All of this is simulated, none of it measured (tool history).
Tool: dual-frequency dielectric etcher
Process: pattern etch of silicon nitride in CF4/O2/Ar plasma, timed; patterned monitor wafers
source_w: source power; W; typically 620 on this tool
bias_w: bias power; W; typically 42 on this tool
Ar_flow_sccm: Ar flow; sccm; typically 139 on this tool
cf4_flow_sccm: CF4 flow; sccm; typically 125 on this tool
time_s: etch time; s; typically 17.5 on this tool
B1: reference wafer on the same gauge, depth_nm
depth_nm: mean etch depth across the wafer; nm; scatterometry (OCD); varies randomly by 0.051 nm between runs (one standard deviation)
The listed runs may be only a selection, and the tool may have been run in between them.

Run 1, day 0: usual settings but source_w 700 W, cf4_flow_sccm 136 sccm; B1 28. Result: depth_nm 38.79 nm.
Run 2, day 0.492: usual settings but source_w 510 W; B1 28.01. Result: depth_nm 27.46 nm.
At day 0.846: bias power generator calibrated.
At day 0.933: Ar flow controller replaced.
Run 3, day 1.138: usual settings; B1 28.01. Result: depth_nm 33.76 nm.
Run 4, day 1.617: usual settings; B1 27.99. Result: depth_nm 33.78 nm.
Run 5, day 1.879: usual settings; B1 28. Result: depth_nm 33.74 nm.
At day 2.892: gauge calibrated.
At day 3.133: upper electrode replaced.
Run 6, day 3.154: usual settings but source_w 550 W; B1 27.99. Result: depth_nm 29.74 nm.
Run 7, day 3.167: usual settings; B1 28.02. Result: depth_nm 33.78 nm.
Run 8, day 3.492: usual settings but source_w 770 W, cf4_flow_sccm 152 sccm; B1 28.01. Result: depth_nm 43.24 nm.
Run 9, day 3.962: usual settings but Ar_flow_sccm 159 sccm; B1 27.99. Result: depth_nm 32.8 nm.
At day 4.383: source power generator calibrated.
Run 10, day 4.404: usual settings but source_w 550 W, bias_w 51 W, time_s 19.5 s; B1 28. Result: depth_nm 35.44 nm.
At day 6.092: CF4 flow controller replaced.
At day 6.112: wet clean of the chamber.
Run 11, day 6.133: usual settings; B1 28.01. Result: depth_nm 34.18 nm.

What will run 12 give?
Run 12, day 6.146: usual settings but bias_w 48 W; B1 ?. Result: depth_nm ?.

{"run 12": {"B1": 28, "depth_nm": 35.74}}
Take away the tool's hidden state, keep the run-to-run variation as it was, and the same run would have given depth_nm 35.83 nm.
